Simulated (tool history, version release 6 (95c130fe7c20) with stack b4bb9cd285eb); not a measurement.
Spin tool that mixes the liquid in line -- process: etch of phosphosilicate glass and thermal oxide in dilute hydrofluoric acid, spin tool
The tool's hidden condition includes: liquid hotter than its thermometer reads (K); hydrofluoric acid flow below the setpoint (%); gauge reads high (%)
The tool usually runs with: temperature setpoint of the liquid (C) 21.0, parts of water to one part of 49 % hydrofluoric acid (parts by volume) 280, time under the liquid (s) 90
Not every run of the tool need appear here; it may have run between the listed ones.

run,hour,temperature setpoint of the liquid (C),parts of water to one part of 49 % hydrofluoric acid (parts by volume),time under the liquid (s),wafers since the last listed run,hours since the thermometer was replaced,hours since the hydrofluoric acid flow meter was replaced,hours since the gauge calibration,"read-back film thickness of the phosphosilicate glass reference wafer, read on the same gauge (nm)","read-back film thickness of the thermal oxide reference wafer, read on the same gauge (nm)",thickness taken off the phosphosilicate glass on a monitor wafer (nm),thickness taken off the thermal oxide on a monitor wafer (nm)
1,0.0,21.0,280,90,0,392.8,397.7,686.7,47.48,104.372,19.62,1.126
2,70.7,21.0,280,90,542,463.5,468.4,757.4,47.31,104.133,18.95,1.138
3,124.4,21.0,280,90,412,517.2,522.1,811.1,47.22,103.978,18.88,1.173
4,282.0,21.0,280,90,1210,674.8,679.7,968.7,47.04,103.488,18.76,1.185
5,366.7,21.0,280,90,650,759.5,764.4,1053.4,46.96,103.295,19.02,1.159
# hour 452.7: thermometer replaced
6,464.9,21.0,280,90,746,12.2,862.6,1151.6,46.88,103.126,19.00,1.150
7,558.9,21.0,280,90,721,106.2,956.6,1245.6,46.80,102.964,19.24,1.127
8,611.2,19.5,280,115,401,158.5,1008.9,1297.9,46.75,102.880,23.05,1.374
9,709.4,21.0,210,90,754,256.7,1107.1,1396.1,46.69,102.749,27.14,1.631
10,773.6,21.0,210,90,492,320.9,1171.3,1460.3,46.69,102.677,26.97,1.642
# hour 822.2: hydrofluoric acid flow meter replaced
11,857.1,21.0,280,90,633,404.4,34.9,1543.8,46.64,102.606,18.80,1.131
12,943.2,21.0,280,35,661,490.5,121.0,1629.9,46.61,102.520,7.40,0.441
13,998.0,19.0,245,75,420,545.3,175.8,1684.7,46.56,102.481,17.48,1.040
14,1076.0,21.0,210,90,598,623.3,253.8,1762.7,46.55,102.447,27.31,1.632
# hour 1151.7: thermometer replaced
15,1180.6,21.0,280,115,795,28.9,358.4,1867.3,46.52,102.358,24.24,1.409
# hour 1198.0: gauge calibrated
16,1276.7,21.0,180,35,737,125.0,454.5,78.7,49.21,108.241,13.28,0.821
17,1382.0,24.5,410,135,808,230.3,559.8,184.0,48.67,107.103,20.37,1.189
18,1462.3,21.0,280,90,616,310.6,640.1,264.3,48.30,106.279,19.62,1.199
19,1563.8,21.0,280,90,779,412.1,741.6,365.8,47.96,105.495,19.50,1.139
20,1602.0,21.0,280,45,293,450.3,779.8,404.0,47.83,105.270,9.75,0.582
21,1710.0,21.0,280,90,829,558.3,887.8,512.0,47.54,104.585,19.49,1.182
22,1801.7,21.0,165,120,704,650.0,979.5,603.7,47.29,104.111,48.53,3.074
23,1892.8,21.0,415,75,699,741.1,1070.6,694.8,47.16,103.706,9.63,0.574
24,1974.0,21.0,190,135,623,822.3,1151.8,776.0,46.99,103.412,46.04,2.850
# hour 2018.0: thermometer replaced
# hour 2061.1: hydrofluoric acid flow meter replaced
25,2073.9,21.0,280,90,751,55.9,12.8,875.9,46.84,103.084,19.11,1.115

Results per run with the tool's hidden condition removed, run-to-run variation unchanged:
run,thickness taken off the phosphosilicate glass on a monitor wafer (nm),thickness taken off the thermal oxide on a monitor wafer (nm)
1,20.67,1.186
2,20.02,1.202
3,19.98,1.242
4,19.94,1.259
5,20.26,1.235
6,20.27,1.227
7,20.55,1.204
8,24.65,1.470
9,29.06,1.747
10,28.89,1.759
11,20.16,1.213
12,7.94,0.473
13,18.77,1.116
14,29.33,1.752
15,26.05,1.514
16,13.49,0.834
17,20.92,1.221
18,20.30,1.241
19,20.33,1.187
20,10.19,0.608
21,20.50,1.243
22,51.27,3.247
23,10.22,0.609
24,48.97,3.032
25,20.39,1.190
